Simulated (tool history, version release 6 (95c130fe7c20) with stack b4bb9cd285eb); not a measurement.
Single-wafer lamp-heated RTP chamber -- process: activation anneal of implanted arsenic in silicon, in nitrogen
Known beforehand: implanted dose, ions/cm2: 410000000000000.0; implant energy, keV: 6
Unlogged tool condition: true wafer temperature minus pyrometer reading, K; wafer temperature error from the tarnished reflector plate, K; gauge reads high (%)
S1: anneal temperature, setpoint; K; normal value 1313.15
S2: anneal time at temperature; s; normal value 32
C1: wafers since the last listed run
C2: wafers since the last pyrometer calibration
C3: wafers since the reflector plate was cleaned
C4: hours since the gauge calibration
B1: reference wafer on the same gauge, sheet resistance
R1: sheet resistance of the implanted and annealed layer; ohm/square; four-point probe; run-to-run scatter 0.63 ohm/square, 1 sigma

| run | hour | S1 | S2 | C1 | C2 | C3 | C4 | B1 | R1 |
|---|---|---|---|---|---|---|---|---|---|
| 1 | 0.0 | 1334.15 | 32 | 0 | 2453 | 466 | 439.1 | 206.04 | 229.93 |
| 2 | 36.5 | 1313.15 | 32 | 380 | 2834 | 847 | 475.6 | 205.89 | 236.53 |
| 3 | 106.7 | 1313.15 | 32 | 731 | 3565 | 1579 | 545.8 | 205.97 | 237.55 |
| 4 | 134.1 | 1313.15 | 32 | 285 | 3851 | 1864 | 573.2 | 205.84 | 237.22 |
| 5 | 196.3 | 1313.15 | 32 | 648 | 4499 | 2512 | 635.4 | 205.87 | 236.40 |
| 6 | 223.1 | 1313.15 | 32 | 279 | 4778 | 2792 | 662.2 | 206.03 | 236.27 |
| 7 | 273.4 | 1313.15 | 32 | 524 | 5303 | 3316 | 712.5 | 206.17 | 235.97 |
| 8 | 301.9 | 1313.15 | 32 | 297 | 5600 | 3613 | 741.0 | 205.72 | 234.21 |
| 9 | 337.2 | 1313.15 | 32 | 367 | 5967 | 3981 | 776.3 | 206.05 | 234.45 |
| 10 | 382.2 | 1313.15 | 32 | 468 | 6436 | 4450 | 821.3 | 206.06 | 234.16 |
| 11 | 409.1 | 1306.15 | 32 | 280 | 6717 | 4730 | 848.2 | 206.22 | 237.27 |
|  | 459.0 | pyrometer window cleaned and pyrometer calibrated |
|  | 459.4 | reflector plate cleaned |
| 12 | 474.9 | 1313.15 | 32 | 598 | 161 | 161 | 914.0 | 206.24 | 238.49 |
| 13 | 632.2 | 1313.15 | 32 | 1639 | 1800 | 1800 | 1071.3 | 205.74 | 238.71 |
| 14 | 681.4 | 1331.15 | 44 | 512 | 2313 | 2313 | 1120.5 | 206.03 | 225.04 |
| 15 | 725.1 | 1285.15 | 22 | 455 | 2769 | 2769 | 1164.2 | 206.32 | 255.63 |
| 16 | 775.7 | 1313.15 | 32 | 527 | 3296 | 3296 | 1214.8 | 205.86 | 237.37 |
| 17 | 823.2 | 1302.15 | 38 | 495 | 3791 | 3791 | 1262.3 | 206.10 | 238.45 |
| 18 | 878.4 | 1292.15 | 21 | 575 | 4366 | 4366 | 1317.5 | 206.06 | 252.73 |
| 19 | 947.6 | 1313.15 | 19 | 721 | 5087 | 5087 | 1386.7 | 205.86 | 245.42 |
| 20 | 983.5 | 1323.15 | 48 | 374 | 5462 | 5462 | 1422.6 | 205.82 | 225.09 |
|  | 992.4 | reflector plate cleaned |
|  | 1026.4 | gauge calibrated |
| 21 | 1042.1 | 1313.15 | 32 | 527 | 5989 | 517 | 15.7 | 206.08 | 235.84 |
| 22 | 1100.4 | 1291.15 | 26 | 607 | 6597 | 1125 | 74.0 | 205.99 | 248.57 |
|  | 1118.0 | pyrometer window cleaned and pyrometer calibrated |
| 23 | 1150.8 | 1295.15 | 14 | 441 | 342 | 1567 | 124.4 | 205.85 | 260.14 |
| 24 | 1191.0 | 1296.15 | 41 | 418 | 761 | 1986 | 164.6 | 206.15 | 241.97 |
| 25 | 1235.5 | 1313.15 | 39 | 463 | 1224 | 2450 | 209.1 | 206.18 | 237.02 |
| 26 | 1305.7 | 1313.15 | 32 | 731 | 1956 | 3181 | 279.3 | 205.75 | 238.77 |

For each entry between runs, how does the tool's hidden state at the last listed run before it compare with that at the first listed run after it?
Runs 11 to 12: pyrometer window cleaned and pyrometer calibrated (hour 459.0); reflector plate cleaned (hour 459.4)
  true wafer temperature minus pyrometer reading, K: 13.1 -> 0.882
  the result without the hidden state subtracted from the measured one, R1: -5.29 -> -0.36 ohm/square
Runs 20 to 21: reflector plate cleaned (hour 992.4); gauge calibrated (hour 1026.4)
  true wafer temperature minus pyrometer reading, K: 9.78 -> 10.8
  the result without the hidden state subtracted from the measured one, R1: -3.75 -> -4.33 ohm/square
Runs 22 to 23: pyrometer window cleaned and pyrometer calibrated (hour 1118.0)
  true wafer temperature minus pyrometer reading, K: 11.8 -> 0.754
  the result without the hidden state subtracted from the measured one, R1: -4.67 -> -0.28 ohm/square
